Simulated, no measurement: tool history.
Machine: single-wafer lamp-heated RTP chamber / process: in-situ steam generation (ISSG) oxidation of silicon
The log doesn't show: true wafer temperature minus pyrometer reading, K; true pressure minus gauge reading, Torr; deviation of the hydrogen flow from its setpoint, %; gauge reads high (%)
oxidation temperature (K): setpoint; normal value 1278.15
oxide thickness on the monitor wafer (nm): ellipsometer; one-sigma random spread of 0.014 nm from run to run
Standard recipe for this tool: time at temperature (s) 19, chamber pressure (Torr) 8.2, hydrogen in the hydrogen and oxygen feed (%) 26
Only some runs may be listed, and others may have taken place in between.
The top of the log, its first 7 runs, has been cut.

run,hour,oxidation temperature (K),time at temperature (s),chamber pressure (Torr),hydrogen in the hydrogen and oxygen feed (%),wafers since the last listed run,wafers since the last pyrometer calibration,hours since the pressure gauge was zeroed,hours since the hydrogen flow controller was replaced,hours since the gauge calibration,"read-back reference wafer on the same gauge, thickness",oxide thickness on the monitor wafer (nm)
8,335.6,1293.15,19,8.2,32,405,1989,1489.0,3332.3,92.9,5.711,5.868
9,364.0,1278.15,21,8.2,26,415,2404,1517.4,3360.7,121.3,5.719,5.452
10,417.0,1278.15,21,8.2,26,775,3179,1570.4,3413.7,174.3,5.726,5.460
11,472.3,1278.15,19,8.2,26,808,3988,1625.7,3469.0,229.6,5.735,5.239
# hour 610.9: pressure gauge zeroed
12,620.9,1278.15,19,8.2,32,2056,6045,10.0,3617.6,378.2,5.755,5.535
# hour 636.9: pyrometer window cleaned and pyrometer calibrated
13,681.5,1278.15,19,8.2,32,769,653,70.6,3678.2,438.8,5.757,5.519
14,739.6,1278.15,19,8.2,31,849,1502,128.7,3736.3,496.9,5.763,5.508
15,769.8,1278.15,19,8.2,31,441,1944,158.9,3766.5,527.1,5.760,5.499
16,814.8,1278.15,19,8.2,26,658,2602,203.9,3811.5,572.1,5.762,5.271
17,868.6,1262.15,19,8.2,21,786,3389,257.7,3865.3,625.9,5.767,4.679
18,914.0,1278.15,19,8.2,26,664,4053,303.1,3910.7,671.3,5.770,5.254
# hour 1022.1: hydrogen flow controller replaced
# hour 1031.2: pyrometer window cleaned and pyrometer calibrated
19,1125.1,1278.15,19,8.2,26,2853,1373,514.2,103.0,882.4,5.781,5.283
20,1166.9,1278.15,19,8.7,21,611,1984,556.0,144.8,924.2,5.778,5.021
21,1231.8,1269.15,16,7.5,29,949,2934,620.9,209.7,989.1,5.782,4.889
22,1286.8,1278.15,19,8.2,26,804,3738,675.9,264.7,1044.1,5.784,5.297
23,1324.5,1278.15,24,8.2,26,551,4289,713.6,302.4,1081.8,5.783,5.895
# hour 1420.1: gauge calibrated
# hour 1423.7: pyrometer window cleaned and pyrometer calibrated
24,1516.9,1291.15,13,9.5,26,2697,1362,906.0,494.8,96.8,5.701,4.545
25,1554.5,1278.15,19,8.2,26,549,1912,943.6,532.4,134.4,5.707,5.215
26,1731.2,1266.15,12,7.7,22,2584,4497,1120.3,709.1,311.1,5.733,3.924
27,1763.4,1278.15,19,8.2,26,470,4968,1152.5,741.3,343.3,5.735,5.225
28,1796.7,1278.15,25,8.2,26,487,5455,1185.8,774.6,376.6,5.742,5.953
# hour 1822.8: pyrometer window cleaned and pyrometer calibrated
29,1843.2,1278.15,25,8.9,26,563,298,1232.3,821.1,423.1,5.743,5.910
30,1887.1,1262.15,26,8.2,26,642,940,1276.2,865.0,467.0,5.750,5.676
31,1950.2,1289.15,19,8.2,29,922,1863,1339.3,928.1,530.1,5.750,5.653
32,1980.0,1297.15,19,8.2,26,435,2299,1369.1,957.9,559.9,5.755,5.716

Consider 3 possible next runs. They are alternatives, not a sequence: every one starts from the tool as it was left by run 32. What does each give?
A,1980.4,1278.15,19,8.2,16,5,2305,1369.5,958.3,560.3,?,?
B,1980.4,1260.15,26,9.5,22,5,2305,1369.5,958.3,560.3,?,?
C,1980.4,1278.15,13,7.7,26,5,2305,1369.5,958.3,560.3,?,?

run,"read-back reference wafer on the same gauge, thickness",oxide thickness on the monitor wafer (nm)
A,5.755,4.656
B,5.755,5.313
C,5.755,4.418
Had the tool no hidden state, the same runs would have come out as:
run,oxide thickness on the monitor wafer (nm)
A,4.604
B,5.254
C,4.369

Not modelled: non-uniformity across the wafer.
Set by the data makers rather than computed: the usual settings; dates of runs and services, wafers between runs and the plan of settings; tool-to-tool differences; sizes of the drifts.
